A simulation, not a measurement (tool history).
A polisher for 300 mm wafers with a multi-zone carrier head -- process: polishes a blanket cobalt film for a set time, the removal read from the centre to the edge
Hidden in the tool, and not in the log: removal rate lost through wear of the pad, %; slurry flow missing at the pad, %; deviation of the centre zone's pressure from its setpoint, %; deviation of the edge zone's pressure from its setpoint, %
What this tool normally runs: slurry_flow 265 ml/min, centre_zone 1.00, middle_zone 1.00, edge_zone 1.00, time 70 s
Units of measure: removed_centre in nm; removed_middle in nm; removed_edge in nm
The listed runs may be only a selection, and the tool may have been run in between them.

run,hour,slurry_flow,centre_zone,middle_zone,edge_zone,time,wafers since the last listed run,wafers polished on this pad,hours since the slurry nozzle was cleaned,hours since the centre zone pressure was calibrated,hours since the edge zone pressure was calibrated,hours since the carrier head's membrane was replaced,"incoming thickness of the incoming film, nm",removed_centre,removed_middle,removed_edge
1,0.0,265,1.00,1.00,1.00,70,0,1008,491.3,131.8,472.0,614.1,1314.9,323.1,317.0,311.3
2,57.7,265,1.00,1.00,1.00,70,672,1680,549.0,189.5,529.7,671.8,1343.5,319.7,314.5,311.2
3,100.1,265,1.00,1.00,1.00,70,494,2174,591.4,231.9,572.1,714.2,1321.5,320.8,320.0,313.9
# hour 103.8: slurry nozzle cleaned
# hour 108.3: edge zone pressure recalibrated
# hour 145.0: carrier head's membrane replaced by a new one
# hour 158.2: worn pad replaced by a new one
4,160.2,265,1.00,1.00,1.00,70,560,23,56.4,292.0,51.9,15.2,1354.0,317.8,322.9,313.5
5,197.4,265,1.00,1.00,1.00,70,433,456,93.6,329.2,89.1,52.4,1327.1,323.3,320.6,312.9
6,266.3,265,1.00,1.00,1.00,70,802,1259,162.5,398.1,158.0,121.3,1319.5,321.0,318.4,312.3
7,336.4,265,1.00,1.00,0.96,70,816,2076,232.6,468.2,228.1,191.4,1331.2,318.6,315.4,308.1
8,393.3,265,1.00,1.00,0.96,70,663,2739,289.5,525.1,285.0,248.3,1320.9,315.1,320.0,307.2
# hour 416.2: worn pad replaced by a new one
9,444.0,265,1.00,1.00,0.96,70,544,324,340.2,575.8,335.7,299.0,1338.8,320.9,319.9,304.8
10,498.9,265,1.00,1.00,1.00,78,639,963,395.1,630.7,390.6,353.9,1306.5,355.7,358.0,348.4
11,533.2,315,1.00,0.88,1.00,70,399,1363,429.4,665.0,424.9,388.2,1339.3,330.2,294.7,317.7
# hour 645.2: slurry nozzle cleaned
# hour 649.2: centre zone pressure recalibrated
# hour 662.1: edge zone pressure recalibrated
# hour 672.3: worn pad replaced by a new one
12,726.0,265,1.09,1.00,1.05,70,2141,626,80.8,76.8,63.9,581.0,1345.8,352.0,322.2,320.9
13,882.3,265,1.00,1.00,1.00,70,1821,2447,237.1,233.1,220.2,737.3,1351.2,319.0,313.0,311.0
# hour 904.4: carrier head's membrane replaced by a new one
# hour 911.5: worn pad replaced by a new one
14,941.0,180,1.00,1.00,0.95,70,579,343,295.8,291.8,278.9,36.6,1312.7,300.9,301.1,296.7
15,971.4,265,1.00,1.00,1.00,70,354,697,326.2,322.2,309.3,67.0,1344.2,321.8,322.1,312.7
16,1005.6,350,1.00,1.09,1.00,70,398,1095,360.4,356.4,343.5,101.2,1306.7,325.2,350.3,317.1
17,1063.3,190,1.00,0.97,1.00,70,672,1768,418.1,414.1,401.2,158.9,1340.0,309.3,300.2,304.2
18,1099.1,185,1.12,1.00,1.00,57,417,2185,453.9,449.9,437.0,194.7,1320.3,278.6,249.1,246.4
# hour 1128.6: worn pad replaced by a new one
19,1129.1,265,1.00,0.91,0.96,89,302,6,483.9,479.9,467.0,224.7,1337.8,407.1,379.2,387.7
20,1153.5,265,1.00,1.00,1.00,70,284,290,508.3,504.3,491.4,249.1,1333.1,324.0,318.1,312.6
21,1210.5,265,1.00,1.00,1.00,70,664,954,565.3,561.3,548.4,306.1,1335.3,322.1,316.9,314.1

The tool's hidden state at each run:
removal rate lost through wear of the pad, %: 0, the same for each run
slurry flow missing at the pad, %: 0, the same for each run
deviation of the centre zone's pressure from its setpoint, %: 0, the same for each run
deviation of the edge zone's pressure from its setpoint, %: 0, the same for each run

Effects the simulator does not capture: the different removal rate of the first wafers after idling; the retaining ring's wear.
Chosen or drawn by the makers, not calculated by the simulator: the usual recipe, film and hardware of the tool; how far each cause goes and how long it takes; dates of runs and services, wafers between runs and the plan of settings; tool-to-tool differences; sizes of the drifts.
